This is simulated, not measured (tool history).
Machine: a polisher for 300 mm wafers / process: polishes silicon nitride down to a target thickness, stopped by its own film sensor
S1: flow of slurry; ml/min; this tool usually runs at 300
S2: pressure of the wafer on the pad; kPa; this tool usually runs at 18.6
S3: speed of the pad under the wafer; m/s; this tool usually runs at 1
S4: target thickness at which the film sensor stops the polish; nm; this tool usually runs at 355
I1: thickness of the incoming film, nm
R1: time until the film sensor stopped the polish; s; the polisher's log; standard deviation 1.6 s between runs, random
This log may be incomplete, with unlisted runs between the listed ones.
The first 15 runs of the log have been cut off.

run,hour,S1,S2,S3,S4,I1,R1
16,1165.5,380,18.6,1,391,522.4,112.5
17,1245,300,18.6,1,381,516.5,122.4
# hour 1319.8: head pressure recalibrated
# hour 1389.3: worn pad replaced by a new one
# hour 1432.4: slurry nozzle cleaned
18,1476.2,300,18.6,1,355,529.9,149.3
19,1705.8,300,18.6,1,355,519.5,140.4
20,1781,265,18.6,0.66,355,515.8,198.7
21,1835.1,250,22.8,1.18,322,515.6,130
22,1920.4,300,18.6,0.9,355,530.7,172.7
# hour 1927.9: worn pad replaced by a new one
# hour 2002: slurry nozzle cleaned
23,2010.4,255,24.8,1,355,524.4,114.3
24,2088.9,300,22.8,0.82,323,518.1,163.5
25,2176.5,200,18.6,1,332,519.5,169.2
26,2237.9,300,18.6,1,355,526.2,148.3
27,2329.9,250,14.5,1,402,517.1,126.1
28,2415.9,345,18.6,0.68,355,511.1,184.6
# hour 2430.9: worn pad replaced by a new one
# hour 2471.3: slurry nozzle cleaned
29,2507.1,395,13.1,1.16,324,512.6,184.3
# hour 2555.5: head pressure recalibrated
30,2560.2,195,16.5,1,355,523.5,168.9

What does the tool deliver on the next run?
31,2629.2,350,20,0.76,411,520,?

Run 31 came out at R1 107.2 s.
Without the tool's hidden state the same run would have given R1 106.6 s.

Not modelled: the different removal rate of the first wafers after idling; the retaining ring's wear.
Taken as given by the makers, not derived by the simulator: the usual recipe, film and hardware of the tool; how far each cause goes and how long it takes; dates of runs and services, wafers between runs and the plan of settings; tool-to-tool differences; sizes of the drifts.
